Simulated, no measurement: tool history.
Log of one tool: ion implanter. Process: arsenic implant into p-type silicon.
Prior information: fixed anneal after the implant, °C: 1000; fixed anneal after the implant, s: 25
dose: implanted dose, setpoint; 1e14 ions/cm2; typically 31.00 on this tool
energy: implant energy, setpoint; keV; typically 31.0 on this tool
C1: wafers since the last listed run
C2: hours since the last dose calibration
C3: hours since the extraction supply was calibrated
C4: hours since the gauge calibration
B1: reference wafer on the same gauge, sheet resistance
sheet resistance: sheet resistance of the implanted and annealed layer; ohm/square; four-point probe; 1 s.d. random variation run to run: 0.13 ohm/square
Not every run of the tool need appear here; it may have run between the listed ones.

Run 1, hour 0.0: usual settings; C1 0; C2 2219.8; C3 5800.7; C4 250.6; B1 73.57. Result: sheet resistance 85.45 ohm/square.
Run 2, hour 24.1: usual settings; C1 347; C2 2243.9; C3 5824.8; C4 274.7; B1 73.63. Result: sheet resistance 85.55 ohm/square.
Run 3, hour 50.0: usual settings; C1 373; C2 2269.8; C3 5850.7; C4 300.6; B1 73.60. Result: sheet resistance 85.40 ohm/square.
Run 4, hour 70.3: usual settings; C1 292; C2 2290.1; C3 5871.0; C4 320.9; B1 73.62. Result: sheet resistance 85.36 ohm/square.
Run 5, hour 99.8: usual settings; C1 425; C2 2319.6; C3 5900.5; C4 350.4; B1 73.66. Result: sheet resistance 85.57 ohm/square.
Run 6, hour 118.1: usual settings; C1 264; C2 2337.9; C3 5918.8; C4 368.7; B1 73.63. Result: sheet resistance 85.43 ohm/square.
At hour 151.3: Faraday cup replaced and dose calibrated.
At hour 197.9: gauge calibrated.
Run 7, hour 213.8: usual settings; C1 1265; C2 62.5; C3 6014.5; C4 15.9; B1 73.17. Result: sheet resistance 84.93 ohm/square.
Run 8, hour 231.1: usual settings but dose 23.64 1e14 ions/cm2, energy 41.0 keV; C1 249; C2 79.8; C3 6031.8; C4 33.2; B1 73.22. Result: sheet resistance 78.53 ohm/square.
Run 9, hour 249.3: usual settings but dose 24.47 1e14 ions/cm2, energy 41.5 keV; C1 262; C2 98.0; C3 6050.0; C4 51.4; B1 73.26. Result: sheet resistance 77.70 ohm/square.
At hour 268.2: extraction supply calibrated.
Run 10, hour 274.6: usual settings but dose 38.15 1e14 ions/cm2, energy 39.0 keV; C1 249; C2 123.3; C3 6.4; C4 76.7; B1 73.31. Result: sheet resistance 73.72 ohm/square.
Run 11, hour 310.2: usual settings; C1 513; C2 158.9; C3 42.0; C4 112.3; B1 73.34. Result: sheet resistance 85.06 ohm/square.
Run 12, hour 336.1: usual settings but dose 24.96 1e14 ions/cm2, energy 24.5 keV; C1 373; C2 184.8; C3 67.9; C4 138.2; B1 73.44. Result: sheet resistance 96.78 ohm/square.
Run 13, hour 361.5: usual settings but dose 40.01 1e14 ions/cm2, energy 21.5 keV; C1 366; C2 210.2; C3 93.3; C4 163.6; B1 73.42. Result: sheet resistance 95.54 ohm/square.
Run 14, hour 389.2: usual settings but dose 26.79 1e14 ions/cm2, energy 41.5 keV; C1 399; C2 237.9; C3 121.0; C4 191.3; B1 73.46. Result: sheet resistance 76.55 ohm/square.

Results for each run, recomputed without the tool's hidden state and with each run's random variation untouched:
Hidden state present: deviation of the true dose from the Faraday cup's reading, %; deviation of the true energy from its setpoint, %; gauge reads high (%).
run  sheet resistance
  1             84.99
  2             85.08
  3             84.92
  4             84.87
  5             85.07
  6             84.92
  7             84.96
  8             78.51
  9             77.63
 10             73.60
 11             84.86
 12             96.50
 13             95.23
 14             76.27

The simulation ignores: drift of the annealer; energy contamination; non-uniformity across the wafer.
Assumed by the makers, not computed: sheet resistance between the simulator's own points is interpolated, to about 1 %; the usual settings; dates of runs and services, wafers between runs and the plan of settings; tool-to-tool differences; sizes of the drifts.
